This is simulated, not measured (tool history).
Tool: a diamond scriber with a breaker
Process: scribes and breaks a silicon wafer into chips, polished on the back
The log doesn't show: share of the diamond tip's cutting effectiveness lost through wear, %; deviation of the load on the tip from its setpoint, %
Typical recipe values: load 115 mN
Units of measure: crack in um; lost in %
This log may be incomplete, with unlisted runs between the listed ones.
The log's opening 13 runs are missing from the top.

run   hour  load  wafers since the last listed run  hours since the diamond tip was replaced  hours since the load on the tip was calibrated  incoming depth of the damage left on the back of the incoming wafer, um  crack   lost
 14  192.1   133                                21                                     103.9                                           508.3                                                                     0.01  12.36   1.87
 15  203.4   133                                25                                     115.2                                           519.6                                                                     0.05  12.23   1.92
 16  216.9   133                                30                                     128.7                                           533.1                                                                     0.03  12.13   2.21
 17    230   115                                29                                     141.8                                           546.2                                                                     0.03  11.16   4.17
 18    244   115                                31                                     155.8                                           560.2                                                                     0.03  11.04   4.45
 19    275   115                                68                                     186.8                                           591.2                                                                     0.03  10.99   5.43
     283.1  -- load on the tip recalibrated
 20  284.4   115                                16                                     196.2                                             1.3                                                                     0.01  10.67   5.42
 21  297.8   133                                29                                     209.6                                            14.7                                                                     0.02  11.66   2.86
 22  305.5    87                                17                                     217.3                                            22.4                                                                     0.03   9.11  14.82
 23  320.9    83                                34                                     232.7                                            37.8                                                                     0.01   8.92  16.04
 24  332.5   115                                25                                     244.3                                            49.4                                                                     0.04  10.88   5.67
 25  346.5    86                                31                                     258.3                                            63.4                                                                     0.03   9.03  15.26
 26  361.6    91                                33                                     273.4                                            78.5                                                                     0.02   9.24  12.69
     366.7  -- diamond tip replaced by a new one
 27  371.9   115                                18                                       5.2                                            88.8                                                                     0.02  12.87   1.64
 28  381.2   105                                20                                      14.5                                            98.1                                                                     0.01  11.56   2.52
 29  397.5    98                                36                                      30.8                                           114.4                                                                     0.03  10.76   4.32
 30    404   136                                14                                      37.3                                           120.9                                                                     0.05   13.3   1.67
 31  414.3    96                                22                                      47.6                                           131.2                                                                     0.04   10.8   5.47
 32  420.7   134                                14                                        54                                           137.6                                                                     0.04  12.82   1.62
 33  436.4   129                                34                                      69.7                                           153.3                                                                     0.05  12.47   1.68
 34  445.6   144                                20                                      78.9                                           162.5                                                                     0.03  12.94   1.71
 35  460.3   135                                32                                      93.6                                           177.2                                                                     0.02  12.45   1.75
 36  474.1    84                                30                                     107.4                                             191                                                                     0.03   9.54  12.45
 37  488.1   142                                31                                     121.4                                             205                                                                     0.02   12.6   1.74
 38  503.7   140                                34                                       137                                           220.6                                                                     0.05  12.47   1.73

What if the next run were any one of these 5? Each begins from the tool's condition after run 38:
  A  504.4   115                                 1                                     137.7                                           221.3                                                                     0.03      ?     ?
  B  504.4   141                                 1                                     137.7                                           221.3                                                                     0.03      ?     ?
  C  504.4    85                                 1                                     137.7                                           221.3                                                                     0.03      ?     ?
  D  504.4   101                                 1                                     137.7                                           221.3                                                                     0.03      ?     ?
  E  504.4   130                                 1                                     137.7                                           221.3                                                                     0.03      ?     ?

run  crack   lost
  A   11.2   4.37
  B  12.62   1.78
  C   9.44  12.91
  D   10.4   7.45
  E  12.03   2.45
Stripped of hidden state, with their random variation kept, the same runs would have yielded:
run  crack  lost
  A  13.14   1.6
  B   14.8  3.15
  C  11.08  4.75
  D   12.2   2.2
  E  14.11  2.16
